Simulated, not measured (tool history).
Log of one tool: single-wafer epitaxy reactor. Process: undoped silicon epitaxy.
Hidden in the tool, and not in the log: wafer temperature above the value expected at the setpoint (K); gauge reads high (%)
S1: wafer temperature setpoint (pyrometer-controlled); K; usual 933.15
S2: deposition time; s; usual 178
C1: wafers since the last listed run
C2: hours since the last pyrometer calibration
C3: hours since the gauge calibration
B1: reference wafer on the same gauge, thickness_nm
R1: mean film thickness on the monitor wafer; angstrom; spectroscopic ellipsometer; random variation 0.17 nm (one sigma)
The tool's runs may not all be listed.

run 1 hour=0 | S1=923.15 S2=178 | C1=0 C2=2882.6 C3=1620.4 | B1=32.201 | R1=297.12
-- hour=44.4 pyrometer calibrated
run 2 hour=242.5 | S1=923.15 S2=178 | C1=1835 C2=198.1 C3=1862.9 | B1=32.188 | R1=310.83
run 3 hour=331.3 | S1=923.15 S2=178 | C1=695 C2=286.9 C3=1951.7 | B1=32.157 | R1=312.22
run 4 hour=374.2 | S1=933.15 S2=178 | C1=335 C2=329.8 C3=1994.6 | B1=32.246 | R1=381.6
run 5 hour=423.1 | S1=933.15 S2=178 | C1=382 C2=378.7 C3=2043.5 | B1=32.147 | R1=380.1
run 6 hour=506.9 | S1=933.15 S2=178 | C1=655 C2=462.5 C3=2127.3 | B1=32.187 | R1=377.06
run 7 hour=587.5 | S1=933.15 S2=178 | C1=630 C2=543.1 C3=2207.9 | B1=32.208 | R1=383.07
run 8 hour=675.1 | S1=933.15 S2=178 | C1=685 C2=630.7 C3=2295.5 | B1=32.256 | R1=376.58
run 9 hour=730.4 | S1=933.15 S2=178 | C1=432 C2=686 C3=2350.8 | B1=32.216 | R1=377.73
run 10 hour=838.4 | S1=937.15 S2=178 | C1=845 C2=794 C3=2458.8 | B1=32.199 | R1=411.65
run 11 hour=903.3 | S1=937.15 S2=178 | C1=507 C2=858.9 C3=2523.7 | B1=32.169 | R1=409.63
run 12 hour=1006.1 | S1=933.15 S2=178 | C1=804 C2=961.7 C3=2626.5 | B1=32.181 | R1=375.33
run 13 hour=1076.8 | S1=933.15 S2=178 | C1=553 C2=1032.4 C3=2697.2 | B1=32.157 | R1=379.41
run 14 hour=1183.1 | S1=933.15 S2=178 | C1=832 C2=1138.7 C3=2803.5 | B1=32.231 | R1=378.13
run 15 hour=1243.9 | S1=933.15 S2=178 | C1=475 C2=1199.5 C3=2864.3 | B1=32.166 | R1=375.19
-- hour=1282.3 gauge calibrated
run 16 hour=1291.8 | S1=933.15 S2=178 | C1=374 C2=1247.4 C3=9.5 | B1=32.18 | R1=374.94
run 17 hour=1360 | S1=933.15 S2=178 | C1=533 C2=1315.6 C3=77.7 | B1=32.171 | R1=375.84
run 18 hour=1441.5 | S1=933.15 S2=178 | C1=637 C2=1397.1 C3=159.2 | B1=32.195 | R1=371.19
run 19 hour=1486.2 | S1=944.15 S2=178 | C1=349 C2=1441.8 C3=203.9 | B1=32.174 | R1=468.75
run 20 hour=1587.1 | S1=933.15 S2=158 | C1=789 C2=1542.7 C3=304.8 | B1=32.23 | R1=332.34
run 21 hour=1666.1 | S1=933.15 S2=202 | C1=618 C2=1621.7 C3=383.8 | B1=32.161 | R1=425.44
run 22 hour=1767.5 | S1=946.15 S2=189 | C1=793 C2=1723.1 C3=485.2 | B1=32.183 | R1=516.35
run 23 hour=1812.9 | S1=938.15 S2=209 | C1=355 C2=1768.5 C3=530.6 | B1=32.198 | R1=483.92
run 24 hour=1881.1 | S1=933.15 S2=178 | C1=533 C2=1836.7 C3=598.8 | B1=32.203 | R1=374.04
run 25 hour=1941.4 | S1=933.15 S2=208 | C1=471 C2=1897 C3=659.1 | B1=32.252 | R1=432.9
run 26 hour=2194.1 | S1=933.15 S2=157 | C1=1977 C2=2149.7 C3=911.8 | B1=32.161 | R1=329.86
run 27 hour=2263.3 | S1=933.15 S2=178 | C1=541 C2=2218.9 C3=981 | B1=32.188 | R1=370.75
-- hour=2341.8 pyrometer calibrated
run 28 hour=2342.3 | S1=920.15 S2=208 | C1=555 C2=0.5 C3=1060 | B1=32.14 | R1=343.33
run 29 hour=2390.1 | S1=933.15 S2=206 | C1=374 C2=48.3 C3=1107.8 | B1=32.209 | R1=448.13
run 30 hour=2480.5 | S1=933.15 S2=166 | C1=707 C2=138.7 C3=1198.2 | B1=32.202 | R1=359.65
run 31 hour=2581.6 | S1=946.15 S2=193 | C1=791 C2=239.8 C3=1299.3 | B1=32.172 | R1=542.99
run 32 hour=2668.2 | S1=933.15 S2=178 | C1=677 C2=326.4 C3=1385.9 | B1=32.224 | R1=381.93
run 33 hour=2747.1 | S1=939.15 S2=153 | C1=617 C2=405.3 C3=1464.8 | B1=32.19 | R1=373.49
run 34 hour=2841.9 | S1=940.15 S2=195 | C1=741 C2=500.1 C3=1559.6 | B1=32.28 | R1=481.17
run 35 hour=2928.8 | S1=942.15 S2=193 | C1=680 C2=587 C3=1646.5 | B1=32.244 | R1=498.7

5 ways to go on from here, each from the tool as it stands after run 35. What would each give?
run A hour=2929.2 | S1=933.15 S2=178 | C1=3 C2=587.4 C3=1646.9 | B1=? | R1=?
run B hour=2929.2 | S1=926.15 S2=178 | C1=3 C2=587.4 C3=1646.9 | B1=? | R1=?
run C hour=2929.2 | S1=941.15 S2=212 | C1=3 C2=587.4 C3=1646.9 | B1=? | R1=?
run D hour=2929.2 | S1=921.15 S2=199 | C1=3 C2=587.4 C3=1646.9 | B1=? | R1=?
run E hour=2929.2 | S1=918.15 S2=147 | C1=3 C2=587.4 C3=1646.9 | B1=? | R1=?

run=A B1=32.163 R1=385.85
run=B B1=32.163 R1=333.8
run=C B1=32.163 R1=540.94
run=D B1=32.163 R1=336.05
run=E B1=32.163 R1=232.99
Without the tool's hidden state the same runs would have given:
run=A R1=386.41
run=B R1=334.29
run=C R1=541.71
run=D R1=336.55
run=E R1=233.33
